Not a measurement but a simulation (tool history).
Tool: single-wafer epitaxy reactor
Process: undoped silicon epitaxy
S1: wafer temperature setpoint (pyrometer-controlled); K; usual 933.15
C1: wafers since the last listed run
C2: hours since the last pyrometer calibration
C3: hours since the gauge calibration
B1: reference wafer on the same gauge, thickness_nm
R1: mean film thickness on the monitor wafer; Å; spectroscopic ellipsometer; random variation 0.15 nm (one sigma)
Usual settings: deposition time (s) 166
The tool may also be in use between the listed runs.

run 1 hour=0.0 | S1=923.15 deposition_time_(s)=166 | C1=0 C2=429.9 C3=612.5 | B1=35.589 | R1=314.75
run 2 hour=84.8 | S1=923.15 deposition_time_(s)=166 | C1=539 C2=514.7 C3=697.3 | B1=35.610 | R1=313.74
run 3 hour=190.2 | S1=923.15 deposition_time_(s)=166 | C1=670 C2=620.1 C3=802.7 | B1=35.646 | R1=314.91
run 4 hour=278.3 | S1=927.15 deposition_time_(s)=182 | C1=560 C2=708.2 C3=890.8 | B1=35.621 | R1=368.30
-- hour=465.3 pyrometer calibrated
run 5 hour=602.0 | S1=927.15 deposition_time_(s)=182 | C1=2008 C2=136.7 C3=1214.5 | B1=35.617 | R1=374.34
run 6 hour=765.9 | S1=927.15 deposition_time_(s)=182 | C1=1042 C2=300.6 C3=1378.4 | B1=35.600 | R1=371.46
run 7 hour=854.5 | S1=942.15 deposition_time_(s)=166 | C1=563 C2=389.2 C3=1467.0 | B1=35.633 | R1=451.06
run 8 hour=959.3 | S1=942.15 deposition_time_(s)=166 | C1=666 C2=494.0 C3=1571.8 | B1=35.579 | R1=449.24
run 9 hour=1028.9 | S1=933.15 deposition_time_(s)=151 | C1=442 C2=563.6 C3=1641.4 | B1=35.602 | R1=344.68
run 10 hour=1091.9 | S1=933.15 deposition_time_(s)=151 | C1=400 C2=626.6 C3=1704.4 | B1=35.656 | R1=340.75
run 11 hour=1137.0 | S1=933.15 deposition_time_(s)=151 | C1=286 C2=671.7 C3=1749.5 | B1=35.584 | R1=342.26
run 12 hour=1179.4 | S1=941.15 deposition_time_(s)=159 | C1=269 C2=714.1 C3=1791.9 | B1=35.607 | R1=417.90
run 13 hour=1277.3 | S1=941.15 deposition_time_(s)=159 | C1=622 C2=812.0 C3=1889.8 | B1=35.546 | R1=415.26
run 14 hour=1463.5 | S1=941.15 deposition_time_(s)=166 | C1=1184 C2=998.2 C3=2076.0 | B1=35.595 | R1=432.70
-- hour=1490.5 pyrometer calibrated
run 15 hour=1563.4 | S1=941.15 deposition_time_(s)=166 | C1=584 C2=72.9 C3=2175.9 | B1=35.633 | R1=442.99
run 16 hour=1622.8 | S1=921.15 deposition_time_(s)=181 | C1=377 C2=132.3 C3=2235.3 | B1=35.642 | R1=329.39
run 17 hour=1677.0 | S1=921.15 deposition_time_(s)=181 | C1=344 C2=186.5 C3=2289.5 | B1=35.555 | R1=330.21
run 18 hour=1783.0 | S1=933.15 deposition_time_(s)=166 | C1=674 C2=292.5 C3=2395.5 | B1=35.648 | R1=378.05
run 19 hour=1877.3 | S1=945.15 deposition_time_(s)=155 | C1=600 C2=386.8 C3=2489.8 | B1=35.590 | R1=441.79
run 20 hour=1976.7 | S1=944.15 deposition_time_(s)=152 | C1=632 C2=486.2 C3=2589.2 | B1=35.630 | R1=425.95
run 21 hour=2015.0 | S1=940.15 deposition_time_(s)=149 | C1=243 C2=524.5 C3=2627.5 | B1=35.586 | R1=386.19
run 22 hour=2062.1 | S1=933.15 deposition_time_(s)=166 | C1=299 C2=571.6 C3=2674.6 | B1=35.618 | R1=378.87
run 23 hour=2206.8 | S1=919.15 deposition_time_(s)=152 | C1=920 C2=716.3 C3=2819.3 | B1=35.627 | R1=262.33

Run 24 comes next. What will it give?
run 24 hour=2285.8 | S1=938.15 deposition_time_(s)=138 | C1=502 C2=795.3 C3=2898.3 | B1=? | R1=?

B1: 35.533
R1: 341.41 Å
Without the tool's hidden state the same run would have given R1 346.22 Å.
